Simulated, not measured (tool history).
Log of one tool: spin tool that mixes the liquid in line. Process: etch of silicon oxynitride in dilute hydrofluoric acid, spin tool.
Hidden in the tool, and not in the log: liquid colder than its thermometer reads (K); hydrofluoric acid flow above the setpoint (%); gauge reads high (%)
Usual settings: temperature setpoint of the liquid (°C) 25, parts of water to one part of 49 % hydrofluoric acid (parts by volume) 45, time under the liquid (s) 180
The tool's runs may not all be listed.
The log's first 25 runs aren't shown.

run,hour,temperature setpoint of the liquid (°C),parts of water to one part of 49 % hydrofluoric acid (parts by volume),time under the liquid (s),wafers since the last listed run,hours since the thermometer was replaced,hours since the hydrofluoric acid flow meter was replaced,hours since the gauge calibration,"read-back film thickness of the silicon oxynitride reference wafer, read on the same gauge (nm)",thickness taken off the silicon oxynitride on a monitor wafer (Å)
26,335.2,25,45,180,63,374.3,273.4,114.6,30.04,70.7
27,345.6,25,65,180,91,384.7,283.8,125,30.02,48.1
28,356.4,25,45,130,95,395.5,294.6,135.8,30.01,51.8
29,372.8,23.5,50,180,144,411.9,311,152.2,30.01,59
30,390.8,26.5,65,125,158,429.9,329,170.2,30.02,36
31,402.5,25,65,275,102,441.6,340.7,181.9,29.97,72.7
32,417.9,30,45,180,135,457,356.1,197.3,30.03,89.8
33,429.2,25,45,85,99,468.3,367.4,208.6,30.02,33.7

Forecast each of these 4 alternatives for the next run:
A,429.7,25,45,180,4,468.8,367.9,209.1,?,?
B,429.7,25,50,180,4,468.8,367.9,209.1,?,?
C,429.7,25,60,180,4,468.8,367.9,209.1,?,?
D,429.7,25,60,135,4,468.8,367.9,209.1,?,?

run,"read-back film thickness of the silicon oxynitride reference wafer, read on the same gauge (nm)",thickness taken off the silicon oxynitride on a monitor wafer (Å)
A,30.02,70.9
B,30.02,63.6
C,30.02,52.5
D,30.02,39.4
Without the tool's hidden state the same runs would have given:
run,thickness taken off the silicon oxynitride on a monitor wafer (Å)
A,74.6
B,66.8
C,55.2
D,41.4

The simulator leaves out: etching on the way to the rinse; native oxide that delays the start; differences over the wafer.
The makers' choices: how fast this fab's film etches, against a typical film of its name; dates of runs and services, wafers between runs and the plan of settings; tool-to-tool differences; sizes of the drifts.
